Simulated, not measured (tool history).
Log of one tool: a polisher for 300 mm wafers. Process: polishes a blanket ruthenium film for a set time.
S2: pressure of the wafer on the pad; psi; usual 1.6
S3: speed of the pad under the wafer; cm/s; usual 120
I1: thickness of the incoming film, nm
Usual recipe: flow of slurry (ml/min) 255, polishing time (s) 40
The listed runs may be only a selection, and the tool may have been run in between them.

run 1 day=0.000 | flow_of_slurry_(ml/min)=255 S2=1.6 S3=148 polishing_time_(s)=44 | I1=445.3 | film_removed_(Å)=642
run 2 day=0.479 | flow_of_slurry_(ml/min)=255 S2=1.6 S3=128 polishing_time_(s)=40 | I1=450.9 | film_removed_(Å)=521
-- day=0.867 worn pad replaced by a new one
run 3 day=0.883 | flow_of_slurry_(ml/min)=255 S2=1.6 S3=128 polishing_time_(s)=40 | I1=444.7 | film_removed_(Å)=528
run 4 day=1.425 | flow_of_slurry_(ml/min)=255 S2=1.6 S3=128 polishing_time_(s)=40 | I1=450.7 | film_removed_(Å)=541
run 5 day=2.008 | flow_of_slurry_(ml/min)=255 S2=2.1 S3=100 polishing_time_(s)=40 | I1=444.2 | film_removed_(Å)=584
run 6 day=2.288 | flow_of_slurry_(ml/min)=255 S2=1.6 S3=120 polishing_time_(s)=40 | I1=458.8 | film_removed_(Å)=519
run 7 day=2.733 | flow_of_slurry_(ml/min)=255 S2=1.6 S3=120 polishing_time_(s)=30 | I1=450.1 | film_removed_(Å)=379
run 8 day=3.408 | flow_of_slurry_(ml/min)=255 S2=1.6 S3=120 polishing_time_(s)=30 | I1=452.5 | film_removed_(Å)=367
run 9 day=4.096 | flow_of_slurry_(ml/min)=255 S2=1.6 S3=120 polishing_time_(s)=33 | I1=452.3 | film_removed_(Å)=415
-- day=4.750 worn pad replaced by a new one
run 10 day=4.775 | flow_of_slurry_(ml/min)=255 S2=1.6 S3=120 polishing_time_(s)=40 | I1=444.6 | film_removed_(Å)=516
run 11 day=5.383 | flow_of_slurry_(ml/min)=255 S2=1.6 S3=150 polishing_time_(s)=40 | I1=448.8 | film_removed_(Å)=602
run 12 day=6.117 | flow_of_slurry_(ml/min)=255 S2=1.6 S3=150 polishing_time_(s)=40 | I1=451.7 | film_removed_(Å)=584
run 13 day=6.404 | flow_of_slurry_(ml/min)=255 S2=1.6 S3=120 polishing_time_(s)=40 | I1=449.4 | film_removed_(Å)=505
run 14 day=7.117 | flow_of_slurry_(ml/min)=255 S2=1.6 S3=120 polishing_time_(s)=40 | I1=452.5 | film_removed_(Å)=513
run 15 day=7.683 | flow_of_slurry_(ml/min)=320 S2=1.6 S3=120 polishing_time_(s)=40 | I1=450.7 | film_removed_(Å)=506
-- day=8.458 worn pad replaced by a new one
run 16 day=8.479 | flow_of_slurry_(ml/min)=255 S2=1.6 S3=102 polishing_time_(s)=40 | I1=443.0 | film_removed_(Å)=448
-- day=8.683 slurry nozzle cleaned
run 17 day=8.933 | flow_of_slurry_(ml/min)=255 S2=1.0 S3=134 polishing_time_(s)=40 | I1=452.1 | film_removed_(Å)=349
-- day=9.246 head pressure recalibrated
run 18 day=9.267 | flow_of_slurry_(ml/min)=255 S2=1.6 S3=120 polishing_time_(s)=49 | I1=451.8 | film_removed_(Å)=620
run 19 day=9.454 | flow_of_slurry_(ml/min)=255 S2=1.9 S3=120 polishing_time_(s)=34 | I1=455.5 | film_removed_(Å)=518
run 20 day=10.092 | flow_of_slurry_(ml/min)=255 S2=1.6 S3=120 polishing_time_(s)=40 | I1=450.9 | film_removed_(Å)=505
run 21 day=10.583 | flow_of_slurry_(ml/min)=255 S2=1.6 S3=120 polishing_time_(s)=40 | I1=442.5 | film_removed_(Å)=508
run 22 day=11.300 | flow_of_slurry_(ml/min)=215 S2=2.2 S3=84 polishing_time_(s)=40 | I1=446.6 | film_removed_(Å)=526
run 23 day=11.946 | flow_of_slurry_(ml/min)=255 S2=2.1 S3=120 polishing_time_(s)=40 | I1=451.7 | film_removed_(Å)=665

Run 24 is up next; what results do you expect?
-- day=12.117 worn pad replaced by a new one
run 24 day=12.575 | flow_of_slurry_(ml/min)=255 S2=1.6 S3=120 polishing_time_(s)=40 | I1=448.0 | film_removed_(Å)=?

film removed (Å): 510
With the hidden condition absent and the run-to-run variation left alone, this run would have shown film removed (Å) 510.
